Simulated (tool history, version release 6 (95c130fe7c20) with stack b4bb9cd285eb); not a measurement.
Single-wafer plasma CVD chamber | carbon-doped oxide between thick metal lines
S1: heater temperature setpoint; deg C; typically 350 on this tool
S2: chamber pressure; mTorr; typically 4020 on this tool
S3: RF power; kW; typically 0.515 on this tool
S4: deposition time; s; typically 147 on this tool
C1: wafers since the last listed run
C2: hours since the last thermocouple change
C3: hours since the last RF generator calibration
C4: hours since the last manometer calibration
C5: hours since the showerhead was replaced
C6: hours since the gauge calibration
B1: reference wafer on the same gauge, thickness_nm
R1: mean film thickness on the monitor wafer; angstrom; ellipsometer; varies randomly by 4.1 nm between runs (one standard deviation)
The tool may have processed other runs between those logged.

run   hour   S1    S2     S3   S4   C1      C2      C3      C4      C5     C6       B1       R1
  1    0.0  350  4020  0.515  147    0  2505.7   910.1  1270.1  4356.7  412.0  763.140  6929.50
  2   11.6  350  4020  0.515  147   71  2517.3   921.7  1281.7  4368.3  423.6  762.414  6887.24
  3   25.4  350  3470  0.515  147   84  2531.1   935.5  1295.5  4382.1  437.4  762.851  6843.21
      32.4  -- gauge calibrated
  4   37.7  350  3470  0.515  147   75  2543.4   947.8  1307.8  4394.4    5.3  764.037  6845.70
      56.5  -- showerhead replaced
  5   57.0  350  3470  0.515  147   69  2562.7   967.1  1327.1     0.5   24.6  762.316  6835.80
  6   66.9  350  3420  0.560  147   60  2572.6   977.0  1337.0    10.4   34.5  760.641  7185.64
  7   78.3  350  4620  0.430  126   70  2584.0   988.4  1348.4    21.8   45.9  763.439  5191.26
  8   92.4  340  3690  0.515  136   86  2598.1  1002.5  1362.5    35.9   60.0  762.790  6499.45
  9  100.2  350  4020  0.515  147   47  2605.9  1010.3  1370.3    43.7   67.8  764.738  6898.37
     120.7  -- thermocouple changed; heater temperature recalibrated
 10  121.2  338  4020  0.515  147   79     0.5  1031.3  1391.3    64.7   88.8  763.898  7145.96
 11  128.9  356  4020  0.515  124   47     8.2  1039.0  1399.0    72.4   96.5  761.967  5720.48
 12  146.7  354  4020  0.580  139  109    26.0  1056.8  1416.8    90.2  114.3  764.354  7080.27
     164.7  -- capacitance manometer re-zeroed and calibrated
 13  165.2  337  3530  0.425  147   64    44.5  1075.3     0.5   108.7  132.8  762.638  5978.59
 14  195.7  350  4020  0.590  147  187    75.0  1105.8    31.0   139.2  163.3  764.285  7585.59
 15  210.2  343  3270  0.600  156   89    89.5  1120.3    45.5   153.7  177.8  761.957  8143.62
 16  243.5  350  4020  0.440  159  204   122.8  1153.6    78.8   187.0  211.1  763.214  6441.37
 17  257.1  350  4660  0.515  176   83   136.4  1167.2    92.4   200.6  224.7  764.442  8413.69
     270.6  -- RF generator calibrated
 18  300.1  350  4020  0.540  147  214   179.4    29.5   135.4   243.6  267.7  762.084  7501.92
 19  310.4  350  4020  0.515  147   63   189.7    39.8   145.7   253.9  278.0  761.881  7238.64
 20  323.0  350  4020  0.515  147   77   202.3    52.4   158.3   266.5  290.6  761.435  7192.74
 21  337.5  350  4020  0.515  147   89   216.8    66.9   172.8   281.0  305.1  763.990  7275.98
 22  344.4  350  3310  0.550  167   42   223.7    73.8   179.7   287.9  312.0  763.683  8405.54
 23  359.1  350  4020  0.515  147   90   238.4    88.5   194.4   302.6  326.7  763.238  7158.06
 24  374.1  350  4020  0.515  164   92   253.4   103.5   209.4   317.6  341.7  762.943  8067.35
 25  387.5  350  4020  0.515  147   82   266.8   116.9   222.8   331.0  355.1  762.119  7219.39
 26  405.5  344  3520  0.595  147  110   284.8   134.9   240.8   349.0  373.1  763.363  7989.80
 27  422.7  350  4020  0.515  147  105   302.0   152.1   258.0   366.2  390.3  762.753  7211.74
 28  436.1  355  4020  0.515  170   82   315.4   165.5   271.4   379.6  403.7  761.895  8201.74
 29  451.5  365  4020  0.615  147   94   330.8   180.9   286.8   395.0  419.1  763.830  7868.59

Forecast each of these 3 alternatives for the next run:
  A  451.9  350  4020  0.610  147   2  331.2  181.3  287.2  395.4  419.5   ?   ?
  B  451.9  350  4020  0.465  147   2  331.2  181.3  287.2  395.4  419.5   ?   ?
  C  451.9  340  4020  0.515  163   2  331.2  181.3  287.2  395.4  419.5   ?   ?

run       B1       R1
  A  764.210  8158.38
  B  764.210  6678.73
  C  764.210  8266.93
With no hidden state in the tool, these same runs would have given:
run       R1
  A  8239.14
  B  6758.92
  C  8351.40
